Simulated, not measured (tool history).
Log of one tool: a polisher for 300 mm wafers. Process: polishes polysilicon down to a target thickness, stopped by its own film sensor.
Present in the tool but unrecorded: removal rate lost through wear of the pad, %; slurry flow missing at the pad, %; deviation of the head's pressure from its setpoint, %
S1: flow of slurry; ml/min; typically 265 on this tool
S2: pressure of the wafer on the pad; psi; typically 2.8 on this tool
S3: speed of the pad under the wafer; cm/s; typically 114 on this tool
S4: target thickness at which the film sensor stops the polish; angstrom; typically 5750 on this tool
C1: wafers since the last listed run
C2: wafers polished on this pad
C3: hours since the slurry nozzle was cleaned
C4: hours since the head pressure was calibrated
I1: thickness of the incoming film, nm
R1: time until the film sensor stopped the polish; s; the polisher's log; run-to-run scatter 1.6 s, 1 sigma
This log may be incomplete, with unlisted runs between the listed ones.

Run 1, hour 0: usual settings but S2 2.3 psi, S3 86 cm/s; C1 0; C2 351; C3 562.3; C4 1556.1; I1 1176. Result: R1 151.6 s.
Run 2, hour 6.2: usual settings but S2 2.3 psi, S3 86 cm/s; C1 102; C2 454; C3 568.5; C4 1562.3; I1 1139.9. Result: R1 146.1 s.
At hour 16.2: worn pad replaced by a new one.
Run 3, hour 20.6: usual settings but S2 2.3 psi, S3 86 cm/s; C1 172; C2 72; C3 582.9; C4 1576.7; I1 1176.5. Result: R1 140.8 s.
Run 4, hour 31.1: usual settings; C1 174; C2 246; C3 593.4; C4 1587.2; I1 1142.6. Result: R1 88 s.
Run 5, hour 39.2: usual settings; C1 134; C2 380; C3 601.5; C4 1595.3; I1 1160.5. Result: R1 95.8 s.
Run 6, hour 45.8: usual settings; C1 109; C2 490; C3 608.1; C4 1601.9; I1 1182.9. Result: R1 100.5 s.
At hour 52.1: worn pad replaced by a new one.
Run 7, hour 56.5: usual settings but S4 7330 angstrom; C1 111; C2 72; C3 618.8; C4 1612.6; I1 1163.6. Result: R1 64.3 s.
Run 8, hour 64.4: usual settings but S1 305 ml/min, S2 2.3 psi, S3 100 cm/s, S4 4770 angstrom; C1 130; C2 203; C3 626.7; C4 1620.5; I1 1170.7. Result: R1 142.4 s.
Run 9, hour 76.1: usual settings but S1 180 ml/min, S2 2.5 psi, S3 152 cm/s, S4 7050 angstrom; C1 193; C2 397; C3 638.4; C4 1632.2; I1 1148.3. Result: R1 66.8 s.
At hour 90.1: worn pad replaced by a new one.
Run 10, hour 91.7: usual settings but S3 74 cm/s, S4 7410 angstrom; C1 192; C2 26; C3 654; C4 1647.8; I1 1161.4. Result: R1 89 s.
At hour 97: head pressure recalibrated.
Run 11, hour 99.4: usual settings; C1 94; C2 120; C3 661.7; C4 2.4; I1 1168.5. Result: R1 88.9 s.
At hour 123.2: slurry nozzle cleaned.
At hour 129.1: worn pad replaced by a new one.
Run 12, hour 138.2: usual settings but S1 240 ml/min; C1 560; C2 150; C3 15; C4 41.2; I1 1164.1. Result: R1 92.3 s.
Run 13, hour 147.3: usual settings but S1 195 ml/min, S3 94 cm/s, S4 4510 angstrom; C1 150; C2 301; C3 24.1; C4 50.3; I1 1172.2. Result: R1 139.9 s.
At hour 166.6: worn pad replaced by a new one.
Run 14, hour 167.1: usual settings but S3 84 cm/s, S4 7230 angstrom; C1 261; C2 8; C3 43.9; C4 70.1; I1 1186.5. Result: R1 89.6 s.
Run 15, hour 173.4: usual settings but S2 3.8 psi, S4 7750 angstrom; C1 104; C2 112; C3 50.2; C4 76.4; I1 1174. Result: R1 45.1 s.

Some steps in R1 between neighbouring runs. How much of each would the tool show without its hidden state too (settings, what came in, random variation), and how much is left for the hidden state, with any gauge scatter that isn't in both results?
Run 2 -> 3: worn pad replaced by a new one. R1 -5.3 s: hidden state -11.8, all else +6.5.
Run 7 -> 8: S1 265 -> 305, S2 2.8 -> 2.3, S3 114 -> 100, S4 7330 -> 4770. R1 +78.1 s: hidden state +6.8, all else +71.3.
